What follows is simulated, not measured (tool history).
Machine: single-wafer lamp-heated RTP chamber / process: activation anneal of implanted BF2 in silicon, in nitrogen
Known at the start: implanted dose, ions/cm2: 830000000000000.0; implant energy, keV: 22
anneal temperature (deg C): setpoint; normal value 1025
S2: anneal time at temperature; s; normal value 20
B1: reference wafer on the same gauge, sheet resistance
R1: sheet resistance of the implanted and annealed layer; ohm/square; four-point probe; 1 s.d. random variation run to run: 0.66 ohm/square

Run 1, hour 0.0: usual settings but anneal temperature (deg C) 1009; B1 214.02. Result: R1 197.79 ohm/square.
Run 2, hour 43.1: usual settings but anneal temperature (deg C) 1009; B1 214.16. Result: R1 196.36 ohm/square.
At hour 58.1: reflector plate cleaned.
Run 3, hour 87.3: usual settings; B1 213.99. Result: R1 185.48 ohm/square.
At hour 147.4: pyrometer window cleaned and pyrometer calibrated.
Run 4, hour 148.0: usual settings; B1 214.02. Result: R1 188.25 ohm/square.
Run 5, hour 209.1: usual settings but anneal temperature (deg C) 1005; B1 213.97. Result: R1 203.37 ohm/square.
Run 6, hour 274.4: usual settings but anneal temperature (deg C) 1005; B1 213.95. Result: R1 200.70 ohm/square.
Run 7, hour 337.6: usual settings but anneal temperature (deg C) 1005; B1 214.12. Result: R1 201.04 ohm/square.
Run 8, hour 381.7: usual settings; B1 213.81. Result: R1 184.87 ohm/square.
Run 9, hour 433.4: usual settings; B1 214.04. Result: R1 184.77 ohm/square.
At hour 499.0: pyrometer window cleaned and pyrometer calibrated.
Run 10, hour 504.7: usual settings; B1 213.97. Result: R1 181.36 ohm/square.
Run 11, hour 541.1: usual settings but anneal temperature (deg C) 1005, S2 24 s; B1 213.77. Result: R1 191.28 ohm/square.
Run 12, hour 591.2: usual settings; B1 213.95. Result: R1 180.63 ohm/square.
Run 13, hour 656.1: usual settings; B1 214.03. Result: R1 179.16 ohm/square.
At hour 728.1: reflector plate cleaned.
Run 14, hour 796.1: usual settings; B1 213.81. Result: R1 179.69 ohm/square.
Run 15, hour 853.6: usual settings; B1 214.00. Result: R1 179.73 ohm/square.
At hour 871.3: pyrometer window cleaned and pyrometer calibrated, repeated, since the last time left the tool worse.
At hour 873.0: gauge calibrated.
Run 16, hour 903.3: usual settings; B1 213.81. Result: R1 188.09 ohm/square.
Run 17, hour 934.8: usual settings; B1 214.07. Result: R1 187.11 ohm/square.
Run 18, hour 985.8: usual settings but anneal temperature (deg C) 1009, S2 29 s; B1 214.01. Result: R1 190.16 ohm/square.
Run 19, hour 1043.5: usual settings; B1 213.83. Result: R1 184.58 ohm/square.
Run 20, hour 1089.1: usual settings but anneal temperature (deg C) 998; B1 213.94. Result: R1 206.48 ohm/square.
Run 21, hour 1149.5: usual settings but anneal temperature (deg C) 1041, S2 15 s; B1 213.97. Result: R1 180.73 ohm/square.
Run 22, hour 1203.0: usual settings but anneal temperature (deg C) 1054, S2 24 s; B1 214.23. Result: R1 168.29 ohm/square.
At hour 1228.6: pyrometer window cleaned and pyrometer calibrated.
Run 23, hour 1255.3: usual settings but anneal temperature (deg C) 1051, S2 23 s; B1 214.10. Result: R1 170.44 ohm/square.
Run 24, hour 1307.9: usual settings but anneal temperature (deg C) 1050, S2 31 s; B1 213.68. Result: R1 167.35 ohm/square.
Run 25, hour 1348.5: usual settings but anneal temperature (deg C) 1048; B1 213.88. Result: R1 173.46 ohm/square.
Run 26, hour 1372.8: usual settings but anneal temperature (deg C) 1039; B1 214.08. Result: R1 178.10 ohm/square.
Run 27, hour 1429.0: usual settings; B1 214.09. Result: R1 184.88 ohm/square.
Run 28, hour 1481.6: usual settings but anneal temperature (deg C) 997, S2 25 s; B1 213.87. Result: R1 201.38 ohm/square.
Run 29, hour 1511.7: usual settings; B1 213.88. Result: R1 184.58 ohm/square.
At hour 1544.9: pyrometer window cleaned and pyrometer calibrated.
Run 30, hour 1555.3: usual settings but S2 30 s; B1 214.18. Result: R1 180.76 ohm/square.

Expected results for the next run?
At hour 1567.8: reflector plate cleaned.
Run 31, hour 1590.8: usual settings but anneal temperature (deg C) 1039, S2 27 s; B1 ?. Result: R1 ?.

B1: 214.16
R1: 173.78 ohm/square
Minus the tool's unlogged condition, the same run would have read R1 174.86 ohm/square.

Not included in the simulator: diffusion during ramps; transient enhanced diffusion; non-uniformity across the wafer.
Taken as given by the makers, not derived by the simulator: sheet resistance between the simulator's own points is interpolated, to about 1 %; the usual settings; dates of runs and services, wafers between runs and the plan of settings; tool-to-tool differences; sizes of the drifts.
